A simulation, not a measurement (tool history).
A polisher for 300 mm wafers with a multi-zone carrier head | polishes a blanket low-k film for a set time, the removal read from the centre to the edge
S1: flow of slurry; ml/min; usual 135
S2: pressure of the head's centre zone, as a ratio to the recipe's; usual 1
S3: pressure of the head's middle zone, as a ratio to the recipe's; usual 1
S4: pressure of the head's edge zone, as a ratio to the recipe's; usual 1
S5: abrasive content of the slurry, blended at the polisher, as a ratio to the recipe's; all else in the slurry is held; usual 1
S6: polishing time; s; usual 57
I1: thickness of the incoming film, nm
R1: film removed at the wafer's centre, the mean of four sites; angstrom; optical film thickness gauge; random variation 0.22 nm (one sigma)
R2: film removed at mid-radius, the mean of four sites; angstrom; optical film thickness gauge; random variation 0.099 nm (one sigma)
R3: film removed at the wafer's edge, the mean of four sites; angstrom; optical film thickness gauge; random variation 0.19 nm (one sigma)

{"run": 1, "hour": 0.0, "S1": 135, "S2": 1, "S3": 1, "S4": 1, "S5": 1, "S6": 72, "I1": 362.4, "R1": 145, "R2": 147, "R3": 159}
{"hour": 24.4, "done": "edge zone pressure recalibrated"}
{"run": 2, "hour": 39.3, "S1": 170, "S2": 1.02, "S3": 1, "S4": 1, "S5": 1, "S6": 57, "I1": 361.1, "R1": 127, "R2": 125, "R3": 129}
{"run": 3, "hour": 64.9, "S1": 170, "S2": 1.02, "S3": 1, "S4": 1, "S5": 1, "S6": 57, "I1": 364.9, "R1": 125, "R2": 122, "R3": 126}
{"hour": 129.6, "done": "worn pad replaced by a new one"}
{"hour": 155.3, "done": "slurry nozzle cleaned"}
{"run": 4, "hour": 217.0, "S1": 170, "S2": 1.02, "S3": 1, "S4": 1, "S5": 1, "S6": 57, "I1": 359.1, "R1": 152, "R2": 145, "R3": 149}
{"run": 5, "hour": 278.6, "S1": 135, "S2": 1, "S3": 1, "S4": 1, "S5": 1, "S6": 57, "I1": 358.8, "R1": 132, "R2": 129, "R3": 134}
{"run": 6, "hour": 302.7, "S1": 135, "S2": 1, "S3": 0.96, "S4": 1, "S5": 0.7, "S6": 57, "I1": 358.6, "R1": 110, "R2": 107, "R3": 117}
{"hour": 328.7, "done": "centre zone pressure recalibrated"}
{"run": 7, "hour": 353.5, "S1": 105, "S2": 1, "S3": 0.92, "S4": 0.94, "S5": 1, "S6": 57, "I1": 361.1, "R1": 108, "R2": 106, "R3": 119}
{"run": 8, "hour": 387.4, "S1": 135, "S2": 1, "S3": 1, "S4": 1, "S5": 1, "S6": 57, "I1": 357.7, "R1": 121, "R2": 121, "R3": 127}
{"run": 9, "hour": 414.2, "S1": 135, "S2": 0.9, "S3": 1, "S4": 1, "S5": 1, "S6": 57, "I1": 365.7, "R1": 105, "R2": 119, "R3": 129}
{"hour": 428.2, "done": "carrier head's membrane replaced by a new one"}
{"run": 10, "hour": 459.7, "S1": 135, "S2": 1, "S3": 1, "S4": 1, "S5": 1, "S6": 57, "I1": 361.1, "R1": 114, "R2": 117, "R3": 126}
{"hour": 535.2, "done": "worn pad replaced by a new one"}
{"hour": 583.4, "done": "edge zone pressure recalibrated"}
{"hour": 584.8, "done": "slurry nozzle cleaned"}
{"run": 11, "hour": 634.3, "S1": 135, "S2": 0.91, "S3": 1, "S4": 1, "S5": 1, "S6": 57, "I1": 365.9, "R1": 127, "R2": 136, "R3": 143}
{"run": 12, "hour": 670.8, "S1": 170, "S2": 1, "S3": 1, "S4": 0.96, "S5": 1, "S6": 57, "I1": 363.1, "R1": 141, "R2": 141, "R3": 142}
{"run": 13, "hour": 699.5, "S1": 135, "S2": 0.9, "S3": 1, "S4": 1, "S5": 1, "S6": 57, "I1": 358, "R1": 116, "R2": 129, "R3": 138}
{"hour": 760.5, "done": "centre zone pressure recalibrated"}
{"run": 14, "hour": 761.0, "S1": 160, "S2": 0.92, "S3": 0.96, "S4": 1, "S5": 1, "S6": 69, "I1": 358, "R1": 148, "R2": 152, "R3": 162}
{"run": 15, "hour": 826.9, "S1": 135, "S2": 1, "S3": 0.94, "S4": 1, "S5": 1, "S6": 57, "I1": 356.8, "R1": 117, "R2": 111, "R3": 126}
{"run": 16, "hour": 859.3, "S1": 135, "S2": 1, "S3": 1.06, "S4": 1.07, "S5": 1, "S6": 57, "I1": 362.2, "R1": 116, "R2": 123, "R3": 127}
{"run": 17, "hour": 924.6, "S1": 135, "S2": 1, "S3": 1, "S4": 1, "S5": 1, "S6": 57, "I1": 361.2, "R1": 112, "R2": 113, "R3": 121}
{"hour": 944.6, "done": "slurry nozzle cleaned"}
{"hour": 956.5, "done": "worn pad replaced by a new one"}
{"run": 18, "hour": 988.4, "S1": 135, "S2": 1, "S3": 1, "S4": 0.9, "S5": 1, "S6": 68, "I1": 351.6, "R1": 169, "R2": 167, "R3": 167}
{"hour": 1115.3, "done": "edge zone pressure recalibrated"}
{"run": 19, "hour": 1117.7, "S1": 135, "S2": 0.97, "S3": 1, "S4": 1, "S5": 1, "S6": 57, "I1": 358.6, "R1": 118, "R2": 127, "R3": 132}
{"hour": 1162.7, "done": "centre zone pressure recalibrated"}
{"run": 20, "hour": 1189.4, "S1": 135, "S2": 1, "S3": 1, "S4": 0.89, "S5": 1, "S6": 57, "I1": 361.6, "R1": 122, "R2": 122, "R3": 124}
{"run": 21, "hour": 1248.7, "S1": 135, "S2": 1.06, "S3": 1.07, "S4": 1, "S5": 0.85, "S6": 57, "I1": 367.8, "R1": 113, "R2": 117, "R3": 117}
{"hour": 1320.8, "done": "slurry nozzle cleaned"}
{"run": 22, "hour": 1398.5, "S1": 110, "S2": 1.08, "S3": 1, "S4": 1, "S5": 1, "S6": 57, "I1": 362.8, "R1": 119, "R2": 112, "R3": 118}

The tool's hidden state at each run:
deviation of the centre zone's pressure from its setpoint, %: 0 in every run
deviation of the edge zone's pressure from its setpoint, %: 0 in every run
H1: removal rate lost through wear of the pad, %
H2: slurry flow missing at the pad, %
run=1 H1=8.94 H2=35.4
run=2 H1=10.2 H2=36.4
run=3 H1=11 H2=36.9
run=4 H1=3.95 H2=13.8
run=5 H1=5.94 H2=21.3
run=6 H1=6.72 H2=23.4
run=7 H1=8.37 H2=26.8
run=8 H1=9.46 H2=28.5
run=9 H1=10.3 H2=29.5
run=10 H1=11.8 H2=30.8
run=11 H1=3.63 H2=14
run=12 H1=4.81 H2=19.3
run=13 H1=5.74 H2=22.5
run=14 H1=7.73 H2=27.6
run=15 H1=9.86 H2=30.9
run=16 H1=10.9 H2=32.1
run=17 H1=13 H2=33.7
run=18 H1=1.67 H2=12.6
run=19 H1=5.85 H2=27
run=20 H1=8.17 H2=30.7
run=21 H1=10.1 H2=32.5
run=22 H1=14.9 H2=17.7

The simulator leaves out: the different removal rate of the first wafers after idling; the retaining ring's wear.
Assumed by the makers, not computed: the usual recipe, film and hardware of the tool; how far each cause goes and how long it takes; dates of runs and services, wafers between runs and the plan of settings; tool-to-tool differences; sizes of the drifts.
